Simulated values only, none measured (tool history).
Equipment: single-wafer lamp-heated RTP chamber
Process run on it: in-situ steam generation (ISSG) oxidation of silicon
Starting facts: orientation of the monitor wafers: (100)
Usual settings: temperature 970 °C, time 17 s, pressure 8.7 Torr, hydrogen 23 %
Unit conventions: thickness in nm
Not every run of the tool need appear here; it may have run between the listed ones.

run,hour,temperature,time,pressure,hydrogen,"read-back reference wafer on the same gauge, thickness",thickness
1,0.0,970,17,8.7,23,4.408,5.164
2,71.3,970,17,8.7,23,4.409,5.184
3,124.8,970,17,8.7,23,4.408,5.180
4,183.1,964,17,8.7,20,4.408,4.914
5,231.1,970,17,8.7,23,4.411,5.195
6,295.4,970,17,8.7,23,4.411,5.192
7,366.5,970,17,8.7,23,4.411,5.221
8,401.6,970,17,8.7,23,4.410,5.208
# hour 434.2: pyrometer window cleaned and pyrometer calibrated
9,441.5,970,17,9.8,23,4.412,5.051
10,511.2,955,12,10.0,23,4.411,4.201
# hour 519.9: gauge calibrated
# hour 520.1: hydrogen flow controller replaced
# hour 556.8: pressure gauge zeroed
11,557.3,953,17,9.1,32,4.409,5.259
12,617.2,970,17,7.4,31,4.412,5.616
13,706.1,970,17,7.8,23,4.412,5.167
14,733.6,970,20,7.3,23,4.413,5.543
15,781.7,989,15,7.5,17,4.410,4.866
16,809.8,970,17,8.7,23,4.410,5.163
17,859.6,970,17,8.7,23,4.411,5.165
18,902.5,986,23,7.4,23,4.409,6.277

The logged runs with the hidden state left out (each run's random variation unchanged):
The hidden state here: true wafer temperature minus pyrometer reading, K; true pressure minus gauge reading, Torr; deviation of the hydrogen flow from its setpoint, %; gauge reads high (%).
run,thickness
1,5.144
2,5.157
3,5.147
4,4.878
5,5.148
6,5.136
7,5.153
8,5.134
9,5.051
10,4.200
11,5.257
12,5.611
13,5.157
14,5.529
15,4.850
16,5.144
17,5.142
18,6.235

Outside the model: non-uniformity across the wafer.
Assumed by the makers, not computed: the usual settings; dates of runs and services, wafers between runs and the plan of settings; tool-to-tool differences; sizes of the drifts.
